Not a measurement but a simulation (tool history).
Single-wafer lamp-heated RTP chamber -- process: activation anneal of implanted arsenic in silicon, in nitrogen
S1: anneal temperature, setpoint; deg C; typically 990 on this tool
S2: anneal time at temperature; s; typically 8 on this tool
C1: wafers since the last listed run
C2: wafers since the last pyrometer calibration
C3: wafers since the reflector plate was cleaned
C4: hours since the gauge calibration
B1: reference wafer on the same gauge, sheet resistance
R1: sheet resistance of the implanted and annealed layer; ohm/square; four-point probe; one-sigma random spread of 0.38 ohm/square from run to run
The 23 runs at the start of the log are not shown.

run   hour    S1  S2   C1    C2    C3     C4      B1      R1
 24    367   990   8  228  2676  2676   34.3  254.72  255.28
 25  376.8   982   6  176  2852  2852   44.1  254.55  257.46
 26  384.9   972  11  145  2998  2998   52.2  254.68  255.74
 27  398.9   971  10  251  3249  3249   66.2   254.6  256.33
 28  409.3   964   5  187  3437  3437   76.6  254.49  257.61
 29  420.7   990   7  204  3641  3641     88   254.4  256.24
 30  437.9   979   7  309  3951  3951  105.2  254.39  256.43
 31  455.5  1001   8  316  4267  4267  122.8  254.27  254.83
 32  473.3   990   8  320  4587  4587  140.6  254.17   254.7
 33  484.9  1013   8  208  4796  4796  152.2  254.13  254.04
 34  500.2   969   5  275  5071  5071  167.5  253.86  256.88
 35  510.9   962   8  192  5263  5263  178.2   253.8  255.73
 36  525.5  1000   8  262  5526  5526  192.8  253.83  253.84
 37  533.7   961  11  147  5673  5673    201  253.69  254.97

Consider 4 possible next runs. They are alternatives, not a sequence: every one starts from the tool as it was left by run 37. What does each give?
  A  534.1   964   8   7  5681  5681  201.4   ?   ?
  B  534.1  1018   8   7  5681  5681  201.4   ?   ?
  C  534.1  1015   8   7  5681  5681  201.4   ?   ?
  D  534.1  1005  12   7  5681  5681  201.4   ?   ?

run      B1      R1
  A  253.72  256.17
  B  253.72  252.98
  C  253.72  253.29
  D  253.72  252.46
Stripped of hidden state, with their random variation kept, the same runs would have yielded:
run      R1
  A  257.48
  B  254.27
  C  254.58
  D  253.75

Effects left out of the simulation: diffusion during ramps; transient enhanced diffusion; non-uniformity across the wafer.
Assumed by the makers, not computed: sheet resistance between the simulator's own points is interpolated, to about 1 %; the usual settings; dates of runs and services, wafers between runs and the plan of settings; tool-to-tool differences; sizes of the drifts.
